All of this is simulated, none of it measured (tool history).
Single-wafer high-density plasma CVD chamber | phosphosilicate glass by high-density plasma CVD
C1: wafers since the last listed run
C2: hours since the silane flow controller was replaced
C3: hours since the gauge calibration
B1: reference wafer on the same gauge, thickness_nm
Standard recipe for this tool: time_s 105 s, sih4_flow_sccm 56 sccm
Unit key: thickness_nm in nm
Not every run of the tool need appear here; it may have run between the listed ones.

run 1 hour=0 | time_s=111 sih4_flow_sccm=56 | C1=0 C2=1337.2 C3=876 | B1=632.281 | thickness_nm=603.42
run 2 hour=196.8 | time_s=105 sih4_flow_sccm=60 | C1=3596 C2=1534 C3=1072.8 | B1=630.961 | thickness_nm=608.506
run 3 hour=259.6 | time_s=105 sih4_flow_sccm=60 | C1=1147 C2=1596.8 C3=1135.6 | B1=632.364 | thickness_nm=608.536
run 4 hour=294.6 | time_s=105 sih4_flow_sccm=60 | C1=639 C2=1631.8 C3=1170.6 | B1=633.716 | thickness_nm=610.242
run 5 hour=339.8 | time_s=94 sih4_flow_sccm=56 | C1=826 C2=1677 C3=1215.8 | B1=633.238 | thickness_nm=512.117
run 6 hour=371.2 | time_s=94 sih4_flow_sccm=56 | C1=573 C2=1708.4 C3=1247.2 | B1=631.701 | thickness_nm=505.584
run 7 hour=400.1 | time_s=105 sih4_flow_sccm=53 | C1=528 C2=1737.3 C3=1276.1 | B1=631.631 | thickness_nm=536.457
run 8 hour=430.2 | time_s=105 sih4_flow_sccm=53 | C1=550 C2=1767.4 C3=1306.2 | B1=633.114 | thickness_nm=536.766
run 9 hour=457.4 | time_s=105 sih4_flow_sccm=56 | C1=497 C2=1794.6 C3=1333.4 | B1=631.728 | thickness_nm=570.363
run 10 hour=500.6 | time_s=105 sih4_flow_sccm=56 | C1=789 C2=1837.8 C3=1376.6 | B1=631.195 | thickness_nm=565.867
run 11 hour=550.7 | time_s=105 sih4_flow_sccm=56 | C1=915 C2=1887.9 C3=1426.7 | B1=632.457 | thickness_nm=569.002
run 12 hour=613.8 | time_s=89 sih4_flow_sccm=56 | C1=1153 C2=1951 C3=1489.8 | B1=631.67 | thickness_nm=484.889
run 13 hour=651.3 | time_s=101 sih4_flow_sccm=50 | C1=685 C2=1988.5 C3=1527.3 | B1=631.391 | thickness_nm=487.979
run 14 hour=704.4 | time_s=105 sih4_flow_sccm=48 | C1=970 C2=2041.6 C3=1580.4 | B1=632.11 | thickness_nm=487.779
run 15 hour=734.1 | time_s=105 sih4_flow_sccm=48 | C1=542 C2=2071.3 C3=1610.1 | B1=633.135 | thickness_nm=483.663
-- hour=784.4 gauge calibrated
-- hour=790.5 silane flow controller replaced
run 16 hour=791 | time_s=105 sih4_flow_sccm=48 | C1=893 C2=0.5 C3=6.6 | B1=631.733 | thickness_nm=518.403
run 17 hour=828.3 | time_s=105 sih4_flow_sccm=56 | C1=681 C2=37.8 C3=43.9 | B1=631.137 | thickness_nm=601.972
run 18 hour=855.8 | time_s=105 sih4_flow_sccm=56 | C1=502 C2=65.3 C3=71.4 | B1=633.088 | thickness_nm=605.229
run 19 hour=895.3 | time_s=105 sih4_flow_sccm=56 | C1=721 C2=104.8 C3=110.9 | B1=631.733 | thickness_nm=598.754
run 20 hour=929.8 | time_s=105 sih4_flow_sccm=56 | C1=630 C2=139.3 C3=145.4 | B1=631.893 | thickness_nm=596.944
run 21 hour=964.5 | time_s=105 sih4_flow_sccm=56 | C1=634 C2=174 C3=180.1 | B1=631.823 | thickness_nm=599.128
run 22 hour=988.8 | time_s=112 sih4_flow_sccm=61 | C1=444 C2=198.3 C3=204.4 | B1=630.9 | thickness_nm=688.023
run 23 hour=1025.8 | time_s=118 sih4_flow_sccm=61 | C1=676 C2=235.3 C3=241.4 | B1=633.25 | thickness_nm=728.084
run 24 hour=1138.4 | time_s=105 sih4_flow_sccm=56 | C1=2057 C2=347.9 C3=354 | B1=632.153 | thickness_nm=588.939
run 25 hour=1199.5 | time_s=105 sih4_flow_sccm=56 | C1=1116 C2=409 C3=415.1 | B1=631.495 | thickness_nm=587.483
run 26 hour=1256.6 | time_s=117 sih4_flow_sccm=51 | C1=1043 C2=466.1 C3=472.2 | B1=631.548 | thickness_nm=593.467
run 27 hour=1291.7 | time_s=112 sih4_flow_sccm=52 | C1=641 C2=501.2 C3=507.3 | B1=631.484 | thickness_nm=573.915
run 28 hour=1362.1 | time_s=118 sih4_flow_sccm=52 | C1=1286 C2=571.6 C3=577.7 | B1=632.384 | thickness_nm=611.709
run 29 hour=1408.2 | time_s=118 sih4_flow_sccm=45 | C1=842 C2=617.7 C3=623.8 | B1=631.008 | thickness_nm=528.356
run 30 hour=1438.4 | time_s=105 sih4_flow_sccm=51 | C1=551 C2=647.9 C3=654 | B1=630.408 | thickness_nm=529.51
run 31 hour=1482.2 | time_s=87 sih4_flow_sccm=56 | C1=800 C2=691.7 C3=697.8 | B1=630.163 | thickness_nm=480.018
run 32 hour=1516.6 | time_s=105 sih4_flow_sccm=56 | C1=628 C2=726.1 C3=732.2 | B1=632.818 | thickness_nm=573.016
run 33 hour=1554.2 | time_s=97 sih4_flow_sccm=48 | C1=687 C2=763.7 C3=769.8 | B1=630.379 | thickness_nm=456.465
run 34 hour=1594.6 | time_s=105 sih4_flow_sccm=56 | C1=738 C2=804.1 C3=810.2 | B1=632.031 | thickness_nm=574.696
run 35 hour=1636.4 | time_s=122 sih4_flow_sccm=62 | C1=763 C2=845.9 C3=852 | B1=633.968 | thickness_nm=738.719
run 36 hour=1675.2 | time_s=121 sih4_flow_sccm=48 | C1=709 C2=884.7 C3=890.8 | B1=632.532 | thickness_nm=565.436
run 37 hour=1717.8 | time_s=126 sih4_flow_sccm=60 | C1=778 C2=927.3 C3=933.4 | B1=631.565 | thickness_nm=742.306
run 38 hour=1774.9 | time_s=105 sih4_flow_sccm=56 | C1=1043 C2=984.4 C3=990.5 | B1=632.862 | thickness_nm=571.798
run 39 hour=1804.7 | time_s=97 sih4_flow_sccm=56 | C1=544 C2=1014.2 C3=1020.3 | B1=632.556 | thickness_nm=530.736
run 40 hour=1866.5 | time_s=105 sih4_flow_sccm=56 | C1=1129 C2=1076 C3=1082.1 | B1=631.531 | thickness_nm=570.138
run 41 hour=1997.2 | time_s=94 sih4_flow_sccm=59 | C1=2388 C2=1206.7 C3=1212.8 | B1=632.366 | thickness_nm=542.819
run 42 hour=2059.1 | time_s=105 sih4_flow_sccm=56 | C1=1131 C2=1268.6 C3=1274.7 | B1=632.152 | thickness_nm=570.417

For each run, what was the tool's unlogged condition?
gauge reads high (%): 0 across all the runs
H1: delivered silane flow above the setpoint (%)
run=1 H1=-5.89
run=2 H1=-6.09
run=3 H1=-6.14
run=4 H1=-6.17
run=5 H1=-6.2
run=6 H1=-6.22
run=7 H1=-6.24
run=8 H1=-6.26
run=9 H1=-6.27
run=10 H1=-6.3
run=11 H1=-6.32
run=12 H1=-6.35
run=13 H1=-6.37
run=14 H1=-6.39
run=15 H1=-6.4
run=16 H1=-0.211
run=17 H1=-0.577
run=18 H1=-0.833
run=19 H1=-1.18
run=20 H1=-1.47
run=21 H1=-1.74
run=22 H1=-1.93
run=23 H1=-2.19
run=24 H1=-2.9
run=25 H1=-3.24
run=26 H1=-3.53
run=27 H1=-3.69
run=28 H1=-3.99
run=29 H1=-4.17
run=30 H1=-4.28
run=31 H1=-4.44
run=32 H1=-4.55
run=33 H1=-4.66
run=34 H1=-4.78
run=35 H1=-4.89
run=36 H1=-4.99
run=37 H1=-5.09
run=38 H1=-5.22
run=39 H1=-5.28
run=40 H1=-5.39
run=41 H1=-5.61
run=42 H1=-5.69

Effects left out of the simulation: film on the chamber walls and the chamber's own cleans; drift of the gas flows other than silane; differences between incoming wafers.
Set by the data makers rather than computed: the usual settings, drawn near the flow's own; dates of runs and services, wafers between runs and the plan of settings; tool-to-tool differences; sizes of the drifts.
